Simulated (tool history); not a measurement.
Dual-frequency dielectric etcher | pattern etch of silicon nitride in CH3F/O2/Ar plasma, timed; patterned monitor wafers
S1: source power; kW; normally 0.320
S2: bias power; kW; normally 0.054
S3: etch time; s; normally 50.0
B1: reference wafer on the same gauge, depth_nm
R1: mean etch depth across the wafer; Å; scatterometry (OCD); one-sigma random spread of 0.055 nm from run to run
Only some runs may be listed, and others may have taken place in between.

run 1 hour=0.0 | S1=0.320 S2=0.054 S3=50.0 | B1=35.00 | R1=314.5
-- hour=15.1 wet clean of the chamber
run 2 hour=29.4 | S1=0.320 S2=0.054 S3=50.0 | B1=35.00 | R1=311.2
run 3 hour=46.7 | S1=0.320 S2=0.054 S3=50.0 | B1=35.01 | R1=312.5
run 4 hour=69.0 | S1=0.320 S2=0.054 S3=50.0 | B1=35.00 | R1=312.4
-- hour=86.6 gauge calibrated
run 5 hour=104.5 | S1=0.320 S2=0.049 S3=50.0 | B1=35.00 | R1=301.8
run 6 hour=137.1 | S1=0.320 S2=0.049 S3=50.0 | B1=35.00 | R1=301.2
run 7 hour=165.0 | S1=0.320 S2=0.054 S3=50.0 | B1=35.00 | R1=314.3
run 8 hour=187.5 | S1=0.320 S2=0.054 S3=50.0 | B1=35.01 | R1=314.4
run 9 hour=248.0 | S1=0.320 S2=0.054 S3=50.0 | B1=35.01 | R1=314.0
run 10 hour=282.6 | S1=0.320 S2=0.054 S3=50.0 | B1=35.01 | R1=314.3
run 11 hour=301.6 | S1=0.320 S2=0.054 S3=50.0 | B1=35.00 | R1=315.9
run 12 hour=332.3 | S1=0.320 S2=0.054 S3=50.0 | B1=35.00 | R1=315.2
-- hour=356.0 source power generator calibrated
run 13 hour=415.8 | S1=0.320 S2=0.054 S3=50.0 | B1=35.00 | R1=317.4
run 14 hour=430.5 | S1=0.320 S2=0.054 S3=50.0 | B1=35.00 | R1=315.8
-- hour=477.5 wet clean of the chamber
-- hour=492.7 upper electrode replaced
run 15 hour=493.2 | S1=0.250 S2=0.063 S3=55.5 | B1=34.99 | R1=350.3
run 16 hour=493.5 | S1=0.380 S2=0.054 S3=50.0 | B1=35.02 | R1=330.9
run 17 hour=513.7 | S1=0.370 S2=0.044 S3=43.0 | B1=35.00 | R1=259.9
-- hour=539.3 bias power generator calibrated
run 18 hour=539.8 | S1=0.390 S2=0.054 S3=50.0 | B1=35.00 | R1=325.6
-- hour=544.9 gauge calibrated
run 19 hour=566.8 | S1=0.320 S2=0.063 S3=56.5 | B1=35.00 | R1=369.8
run 20 hour=582.7 | S1=0.400 S2=0.054 S3=50.0 | B1=35.00 | R1=326.6
run 21 hour=596.7 | S1=0.320 S2=0.048 S3=35.0 | B1=35.00 | R1=206.5
run 22 hour=613.7 | S1=0.390 S2=0.054 S3=50.0 | B1=34.99 | R1=325.3
run 23 hour=632.2 | S1=0.290 S2=0.058 S3=40.0 | B1=34.99 | R1=247.2
run 24 hour=713.4 | S1=0.320 S2=0.054 S3=50.0 | B1=35.00 | R1=308.3
run 25 hour=736.5 | S1=0.260 S2=0.048 S3=59.5 | B1=35.00 | R1=333.2
run 26 hour=749.8 | S1=0.240 S2=0.050 S3=50.0 | B1=34.99 | R1=279.9
run 27 hour=774.1 | S1=0.320 S2=0.054 S3=50.0 | B1=34.99 | R1=309.4
run 28 hour=795.8 | S1=0.290 S2=0.065 S3=61.0 | B1=34.99 | R1=396.3

5 options for the next run, each taken on its own from the tool as it stands now. Forecast them:
run A hour=796.2 | S1=0.320 S2=0.054 S3=50.0 | B1=? | R1=?
run B hour=796.2 | S1=0.250 S2=0.041 S3=50.0 | B1=? | R1=?
run C hour=796.2 | S1=0.290 S2=0.059 S3=38.0 | B1=? | R1=?
run D hour=796.2 | S1=0.350 S2=0.054 S3=54.5 | B1=? | R1=?
run E hour=796.2 | S1=0.360 S2=0.045 S3=37.5 | B1=? | R1=?

run=A B1=35.00 R1=310.4
run=B B1=35.00 R1=262.4
run=C B1=35.00 R1=238.1
run=D B1=35.00 R1=346.4
run=E B1=35.00 R1=224.0
Stripped of hidden state, with their random variation kept, the same runs would have yielded:
run=A R1=308.5
run=B R1=260.8
run=C R1=236.7
run=D R1=344.3
run=E R1=222.7

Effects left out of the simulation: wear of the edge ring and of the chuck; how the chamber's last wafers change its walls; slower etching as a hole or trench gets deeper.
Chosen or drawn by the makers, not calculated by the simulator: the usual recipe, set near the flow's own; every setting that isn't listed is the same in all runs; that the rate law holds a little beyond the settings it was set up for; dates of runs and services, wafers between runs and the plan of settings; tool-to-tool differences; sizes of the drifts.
